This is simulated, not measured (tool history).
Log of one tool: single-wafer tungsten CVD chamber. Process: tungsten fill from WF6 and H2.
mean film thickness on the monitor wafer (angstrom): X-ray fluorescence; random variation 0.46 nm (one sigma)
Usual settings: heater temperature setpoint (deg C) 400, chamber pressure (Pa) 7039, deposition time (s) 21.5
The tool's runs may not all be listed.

run	day	heater temperature setpoint (deg C)	chamber pressure (Pa)	deposition time (s)	read-back reference wafer on the same gauge, thickness_nm	mean film thickness on the monitor wafer (angstrom)
1	0.000	400	7039	21.5	95.394	871.93
2	0.275	400	7039	21.5	95.328	872.27
3	0.933	400	7039	21.5	95.287	880.42
# day 1.642: showerhead replaced
4	1.662	400	7039	21.5	95.321	875.82
5	1.892	394	7039	21.5	95.326	777.00
6	2.367	400	6079	21.5	95.429	797.60
# day 3.071: thermocouple changed; heater temperature recalibrated
7	3.092	400	6079	21.5	95.441	681.89
8	3.383	400	7039	21.5	95.413	744.60
9	3.692	400	7039	21.5	95.437	748.78
# day 4.042: capacitance manometer re-zeroed and calibrated
10	4.108	400	7039	21.5	95.430	747.00
11	4.762	413	7613	21.5	95.533	1010.56
12	5.221	385	5626	21.5	95.393	476.89
13	5.854	386	7039	20.2	95.311	525.27
14	6.204	392	7946	24.7	95.399	780.34
15	6.917	411	7039	24.0	95.356	1044.93
16	7.246	400	7039	21.5	95.514	758.61
# day 8.175: thermocouple changed; heater temperature recalibrated, repeated, since the last time left the tool worse
17	8.196	400	7039	21.5	95.381	812.32
18	8.288	400	7039	21.5	95.392	808.78
# day 8.788: gauge calibrated
19	8.983	400	7039	21.5	95.366	814.92
20	9.458	392	7626	21.5	95.484	729.54
21	10.075	400	7039	21.5	95.529	821.29
22	10.508	400	8626	21.5	95.455	931.02
23	11.883	400	8386	21.5	95.328	911.10
24	12.412	400	8386	21.5	95.512	914.61
25	12.933	393	8359	25.2	95.324	928.05
26	13.642	393	7039	19.3	95.476	646.36
27	14.125	400	7853	21.5	95.203	896.31
28	14.612	400	7039	25.4	95.364	984.63
29	15.208	400	6453	23.3	95.582	865.46
30	15.888	400	7039	21.5	95.504	838.53
31	16.392	405	7946	18.8	95.450	863.92
32	16.775	400	7039	21.5	95.410	836.13
33	17.142	400	7039	21.5	95.408	842.06
34	17.671	400	7039	19.2	95.432	750.73

Forecast each of these 4 alternatives for the next run:
A	17.688	400	7039	23.9	?	?
B	17.688	386	6226	19.6	?	?
C	17.688	400	7786	21.5	?	?
D	17.688	392	7039	18.3	?	?

run	read-back reference wafer on the same gauge, thickness_nm	mean film thickness on the monitor wafer (angstrom)
A	95.230	944.52
B	95.230	539.48
C	95.230	900.02
D	95.230	615.24
Without the tool's hidden state the same runs would have given:
run	mean film thickness on the monitor wafer (angstrom)
A	929.08
B	529.69
C	885.31
D	604.54
